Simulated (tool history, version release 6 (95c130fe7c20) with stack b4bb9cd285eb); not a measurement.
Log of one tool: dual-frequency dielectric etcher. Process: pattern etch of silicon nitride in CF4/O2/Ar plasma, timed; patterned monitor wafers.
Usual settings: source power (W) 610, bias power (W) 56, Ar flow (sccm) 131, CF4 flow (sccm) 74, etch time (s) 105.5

run    hour  source power (W)  bias power (W)  Ar flow (sccm)  CF4 flow (sccm)  etch time (s)  read-back reference wafer on the same gauge, depth_nm  mean etch depth across the wafer (nm)
  1       0               610              56             131               74          105.5                                                  216.4                                  224.6
  2    68.7               610              56             131               74          105.5                                                  215.6                                  226.7
  3     120               610              56             131               74          105.5                                                  215.6                                  225.2
  4     183               610              56             131               74          105.5                                                  214.7                                  223.2
  5   221.4               610              66             141               67           87.5                                                  215.7                                  192.7
  6   336.9               610              56             131               74          105.5                                                  214.4                                  223.7
      391.3  -- wet clean of the chamber
  7   397.9               710              46             131               74          105.5                                                  214.1                                  241.9
  8   434.7               610              68             131               74          105.5                                                  214.3                                    239
  9   481.8               670              42             122               74             91                                                  214.6                                  195.1
      507.9  -- Ar flow controller replaced
 10   531.1               610              56             131               90            116                                                  213.4                                  247.9
 11     612               490              56             131               85          105.5                                                  213.4                                  178.4
      705.1  -- gauge calibrated
 12   708.7               610              56             131               74          105.5                                                  219.8                                  229.6
 13   761.9               610              56             131               74          105.5                                                  220.3                                  227.7
 14   808.3               610              56             148               83          105.5                                                  220.1                                    227
      840.4  -- wet clean of the chamber
 15   859.7               610              56             131               74          105.5                                                    220                                  228.6
      872.6  -- bias power generator calibrated
 16   962.6               720              56             131               74             91                                                  220.5                                  232.6
 17  1017.1               610              56             131               85          105.5                                                  219.9                                  231.4
 18  1111.7               610              56             131               74          105.5                                                  219.6                                  227.7
 19  1263.5               610              56             120               91           74.5                                                  220.2                                  166.4
     1289.6  -- wet clean of the chamber
 20  1354.7               720              56             131               74             91                                                  219.8                                  232.4
 21  1418.9               680              69             131               74          126.5                                                  219.5                                  328.5

4 ways to go on from here, each from the tool as it stands after run 21. What would each give?
  A  1419.3               610              56             131               74          105.5                                                      ?                                      ?
  B  1419.3               610              56             156               83          105.5                                                      ?                                      ?
  C  1419.3               490              56             141               74          105.5                                                      ?                                      ?
  D  1419.3               610              70             108               57             79                                                      ?                                      ?

run  read-back reference wafer on the same gauge, depth_nm  mean etch depth across the wafer (nm)
  A                                                  219.2                                  226.2
  B                                                  219.2                                  223.4
  C                                                  219.2                                  177.4
  D                                                  219.2                                  183.9
Without the tool's hidden state the same runs would have given:
run  mean etch depth across the wafer (nm)
  A                                  226.6
  B                                  223.7
  C                                  177.7
  D                                  184.2
